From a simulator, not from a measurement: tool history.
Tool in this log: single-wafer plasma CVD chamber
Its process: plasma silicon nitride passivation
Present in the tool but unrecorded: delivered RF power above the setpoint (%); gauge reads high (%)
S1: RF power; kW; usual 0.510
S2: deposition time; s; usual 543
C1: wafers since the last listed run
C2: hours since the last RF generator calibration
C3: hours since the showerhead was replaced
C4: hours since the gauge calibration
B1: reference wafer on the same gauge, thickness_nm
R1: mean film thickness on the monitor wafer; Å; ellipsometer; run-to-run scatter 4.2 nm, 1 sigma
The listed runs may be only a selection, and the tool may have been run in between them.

{"run": 1, "day": 0.0, "S1": 0.51, "S2": 543, "C1": 0, "C2": 555.8, "C3": 5969.1, "C4": 663.3, "B1": 931.846, "R1": 7740.73}
{"run": 2, "day": 0.775, "S1": 0.51, "S2": 543, "C1": 62, "C2": 574.4, "C3": 5987.7, "C4": 681.9, "B1": 931.682, "R1": 7823.58}
{"run": 3, "day": 1.962, "S1": 0.51, "S2": 543, "C1": 95, "C2": 602.9, "C3": 6016.2, "C4": 710.4, "B1": 931.835, "R1": 7750.29}
{"run": 4, "day": 3.283, "S1": 0.51, "S2": 543, "C1": 106, "C2": 634.6, "C3": 6047.9, "C4": 742.1, "B1": 931.477, "R1": 7743.73}
{"run": 5, "day": 4.604, "S1": 0.51, "S2": 461, "C1": 106, "C2": 666.3, "C3": 6079.6, "C4": 773.8, "B1": 932.443, "R1": 6556.67}
{"run": 6, "day": 5.738, "S1": 0.51, "S2": 461, "C1": 91, "C2": 693.5, "C3": 6106.8, "C4": 801.0, "B1": 932.591, "R1": 6593.99}
{"run": 7, "day": 6.275, "S1": 0.51, "S2": 461, "C1": 43, "C2": 706.4, "C3": 6119.7, "C4": 813.9, "B1": 932.127, "R1": 6658.45}
{"run": 8, "day": 8.062, "S1": 0.51, "S2": 543, "C1": 144, "C2": 749.3, "C3": 6162.6, "C4": 856.8, "B1": 931.817, "R1": 7741.82}
{"run": 9, "day": 8.858, "S1": 0.51, "S2": 543, "C1": 64, "C2": 768.4, "C3": 6181.7, "C4": 875.9, "B1": 932.442, "R1": 7781.81}
{"run": 10, "day": 9.717, "S1": 0.51, "S2": 543, "C1": 69, "C2": 789.0, "C3": 6202.3, "C4": 896.5, "B1": 932.566, "R1": 7779.05}
{"run": 11, "day": 11.054, "S1": 0.51, "S2": 543, "C1": 107, "C2": 821.1, "C3": 6234.4, "C4": 928.6, "B1": 932.535, "R1": 7750.12}
{"run": 12, "day": 12.004, "S1": 0.435, "S2": 543, "C1": 76, "C2": 843.9, "C3": 6257.2, "C4": 951.4, "B1": 930.848, "R1": 7208.67}
{"run": 13, "day": 13.325, "S1": 0.435, "S2": 543, "C1": 106, "C2": 875.6, "C3": 6288.9, "C4": 983.1, "B1": 933.109, "R1": 7203.34}
{"run": 14, "day": 14.788, "S1": 0.435, "S2": 543, "C1": 118, "C2": 910.7, "C3": 6324.0, "C4": 1018.2, "B1": 932.498, "R1": 7178.55}
{"run": 15, "day": 16.017, "S1": 0.51, "S2": 618, "C1": 99, "C2": 940.2, "C3": 6353.5, "C4": 1047.7, "B1": 932.217, "R1": 8690.32}
{"run": 16, "day": 17.808, "S1": 0.51, "S2": 618, "C1": 144, "C2": 983.2, "C3": 6396.5, "C4": 1090.7, "B1": 930.976, "R1": 8639.72}
{"run": 17, "day": 18.525, "S1": 0.51, "S2": 543, "C1": 57, "C2": 1000.4, "C3": 6413.7, "C4": 1107.9, "B1": 931.93, "R1": 7682.72}
{"run": 18, "day": 19.108, "S1": 0.51, "S2": 543, "C1": 47, "C2": 1014.4, "C3": 6427.7, "C4": 1121.9, "B1": 932.748, "R1": 7627.95}
{"run": 19, "day": 20.183, "S1": 0.51, "S2": 543, "C1": 86, "C2": 1040.2, "C3": 6453.5, "C4": 1147.7, "B1": 933.391, "R1": 7709.55}
{"run": 20, "day": 20.821, "S1": 0.51, "S2": 543, "C1": 51, "C2": 1055.5, "C3": 6468.8, "C4": 1163.0, "B1": 932.166, "R1": 7579.26}
{"run": 21, "day": 21.904, "S1": 0.51, "S2": 543, "C1": 87, "C2": 1081.5, "C3": 6494.8, "C4": 1189.0, "B1": 931.827, "R1": 7639.55}
{"run": 22, "day": 22.492, "S1": 0.51, "S2": 543, "C1": 47, "C2": 1095.6, "C3": 6508.9, "C4": 1203.1, "B1": 933.442, "R1": 7700.33}
{"day": 23.183, "done": "gauge calibrated"}
{"run": 23, "day": 23.783, "S1": 0.61, "S2": 596, "C1": 104, "C2": 1126.6, "C3": 6539.9, "C4": 14.4, "B1": 932.911, "R1": 8999.72}
{"run": 24, "day": 24.529, "S1": 0.51, "S2": 543, "C1": 60, "C2": 1144.5, "C3": 6557.8, "C4": 32.3, "B1": 932.737, "R1": 7580.08}
{"run": 25, "day": 25.804, "S1": 0.51, "S2": 624, "C1": 102, "C2": 1175.1, "C3": 6588.4, "C4": 62.9, "B1": 931.798, "R1": 8822.47}
{"day": 26.788, "done": "RF generator calibrated"}
{"run": 26, "day": 26.808, "S1": 0.51, "S2": 543, "C1": 54, "C2": 0.5, "C3": 6612.5, "C4": 87.0, "B1": 932.302, "R1": 7775.58}
{"run": 27, "day": 28.029, "S1": 0.46, "S2": 543, "C1": 98, "C2": 29.8, "C3": 6641.8, "C4": 116.3, "B1": 930.859, "R1": 7494.44}
{"run": 28, "day": 29.388, "S1": 0.605, "S2": 543, "C1": 109, "C2": 62.4, "C3": 6674.4, "C4": 148.9, "B1": 932.034, "R1": 8369.15}
{"run": 29, "day": 30.429, "S1": 0.51, "S2": 543, "C1": 84, "C2": 87.4, "C3": 6699.4, "C4": 173.9, "B1": 932.281, "R1": 7880.59}
{"run": 30, "day": 31.517, "S1": 0.42, "S2": 543, "C1": 87, "C2": 113.5, "C3": 6725.5, "C4": 200.0, "B1": 932.288, "R1": 7243.2}
{"run": 31, "day": 32.95, "S1": 0.61, "S2": 502, "C1": 115, "C2": 147.9, "C3": 6759.9, "C4": 234.4, "B1": 931.128, "R1": 7714.03}
{"run": 32, "day": 33.892, "S1": 0.445, "S2": 543, "C1": 75, "C2": 170.5, "C3": 6782.5, "C4": 257.0, "B1": 931.051, "R1": 7284.57}
{"day": 34.471, "done": "showerhead replaced"}
{"run": 33, "day": 34.517, "S1": 0.6, "S2": 438, "C1": 23, "C2": 185.5, "C3": 1.1, "C4": 272.0, "B1": 932.556, "R1": 6721.38}
{"run": 34, "day": 35.517, "S1": 0.44, "S2": 575, "C1": 80, "C2": 209.5, "C3": 25.1, "C4": 296.0, "B1": 931.623, "R1": 7771.08}
{"run": 35, "day": 36.029, "S1": 0.61, "S2": 622, "C1": 41, "C2": 221.8, "C3": 37.4, "C4": 308.3, "B1": 932.721, "R1": 9601.88}

Estimate the outcome of run 36 from the log above:
{"run": 36, "day": 37.45, "S1": 0.51, "S2": 543, "C1": 114, "C2": 255.9, "C3": 71.5, "C4": 342.4, "B1": "?", "R1": "?"}

B1: 932.335
R1: 7836.97 Å
If the tool had no hidden condition, the same run with the same run-to-run variation would have returned R1 7864.42 Å.

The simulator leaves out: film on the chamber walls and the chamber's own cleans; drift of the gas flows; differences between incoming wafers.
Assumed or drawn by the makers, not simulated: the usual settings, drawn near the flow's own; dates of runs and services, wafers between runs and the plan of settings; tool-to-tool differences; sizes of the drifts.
